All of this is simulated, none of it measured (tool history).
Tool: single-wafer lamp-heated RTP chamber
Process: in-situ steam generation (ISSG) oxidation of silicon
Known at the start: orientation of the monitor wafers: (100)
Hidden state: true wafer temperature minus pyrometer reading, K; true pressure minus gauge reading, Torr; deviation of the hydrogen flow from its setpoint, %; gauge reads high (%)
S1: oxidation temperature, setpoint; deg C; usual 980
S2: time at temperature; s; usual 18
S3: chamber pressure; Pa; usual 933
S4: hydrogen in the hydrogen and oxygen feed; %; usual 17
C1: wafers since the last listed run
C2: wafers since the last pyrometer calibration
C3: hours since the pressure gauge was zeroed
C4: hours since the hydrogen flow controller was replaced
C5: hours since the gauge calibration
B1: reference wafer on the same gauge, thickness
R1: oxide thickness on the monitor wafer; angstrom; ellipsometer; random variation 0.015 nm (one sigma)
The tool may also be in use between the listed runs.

run     day   S1  S2    S3  S4   C1    C2      C3      C4     C5     B1     R1
  1   0.000  980  18   933  17    0  1944  3691.6  5366.2  204.7  5.422  50.75
  2   0.742  980  18   933  17  211  2155  3709.4  5384.0  222.5  5.423  51.33
  3   1.275  980  18   933  17  152  2307  3722.2  5396.8  235.3  5.420  51.02
  4   1.579  994  18   933  11   86  2394  3729.5  5404.1  242.6  5.419  48.80
  5   2.167  980  18   920  11  167  2562  3743.6  5418.2  256.7  5.419  46.26
  6   2.442  995  18   933  17   78  2640  3750.2  5424.8  263.3  5.421  54.61
  7   3.025  995  18   933  17  166  2806  3764.2  5438.8  277.3  5.416  54.43
  8   3.612  995  18   933  17  167  2974  3778.3  5452.9  291.4  5.413  54.64
  9   4.158  980  18   933  17  155  3130  3791.4  5466.0  304.5  5.418  51.61
      4.875  -- pressure gauge zeroed
      5.675  -- pyrometer window cleaned and pyrometer calibrated
 10   6.321  980  18   933  17  426   184    34.7  5517.9  356.4  5.422  50.60
 11   6.817  980  18   933  17  141   325    46.6  5529.8  368.3  5.418  50.67
      7.050  -- gauge calibrated
 12   7.221  993  18   933  17  115   441    56.3  5539.5    4.1  5.421  52.80
 13   7.508  993  18   933  17   81   523    63.2  5546.4   11.0  5.422  52.95
 14   8.221  980  18   933  17  203   726    80.3  5563.5   28.1  5.413  50.57
      8.812  -- hydrogen flow controller replaced
 15   8.833  980  18   933  17   79   805    95.0     0.5   42.8  5.420  50.61
 16   9.325  980  18   933  17  140   946   106.8    12.3   54.6  5.424  50.53
 17   9.667  992  18  1000  11   97  1043   115.0    20.5   62.8  5.422  47.96
 18  10.012  987  25   920  14   98  1142   123.3    28.8   71.1  5.420  58.09
 19  10.338  969  18   933  17   92  1234   131.1    36.6   78.9  5.417  49.03
 20  10.654  980  18   933  17   90  1325   138.7    44.2   86.5  5.416  50.74
 21  11.171  980  18  1053  17  147  1472   151.1    56.6   98.9  5.416  51.18
 22  11.696  980  18   933  25  149  1622   163.7    69.2  111.5  5.417  56.12
 23  12.371  970  21   933  17  192  1814   179.9    85.4  127.7  5.415  52.50
 24  12.838  980  18   933  17  133  1947   191.1    96.6  138.9  5.424  51.15
 25  13.283  986  18   933  17  127  2074   201.8   107.3  149.6  5.420  52.39
 26  13.625  996  16  1013  25   97  2172   210.0   115.5  157.8  5.417  56.73
 27  14.125  986  18   933  17  142  2314   222.0   127.5  169.8  5.420  52.19
 28  14.396  987  24   933  11   77  2392   228.5   134.0  176.3  5.424  54.84
 29  14.746  973  25  1053  27   99  2492   236.9   142.4  184.7  5.420  65.34
 30  15.108  967  18  1067  17  103  2595   245.6   151.1  193.4  5.419  49.70

How the hidden state differs across the entries between the runs, from the last listed run before each to the first after it:
Between runs 9 and 10: pressure gauge zeroed (day 4.875); pyrometer window cleaned and pyrometer calibrated (day 5.675)
  true wafer temperature minus pyrometer reading, K: 7.76 -> 0.742
  measured less the result without the state, R1: +1.40 -> +0.13 angstrom
Between runs 11 and 12: gauge calibrated (day 7.050)
  true wafer temperature minus pyrometer reading, K: 0.793 -> 0.855
  measured less the result without the state, R1: +0.14 -> +0.17 angstrom
Between runs 14 and 15: hydrogen flow controller replaced (day 8.812)
  true wafer temperature minus pyrometer reading, K: 1.09 -> 1.29
  measured less the result without the state, R1: +0.19 -> +0.22 angstrom

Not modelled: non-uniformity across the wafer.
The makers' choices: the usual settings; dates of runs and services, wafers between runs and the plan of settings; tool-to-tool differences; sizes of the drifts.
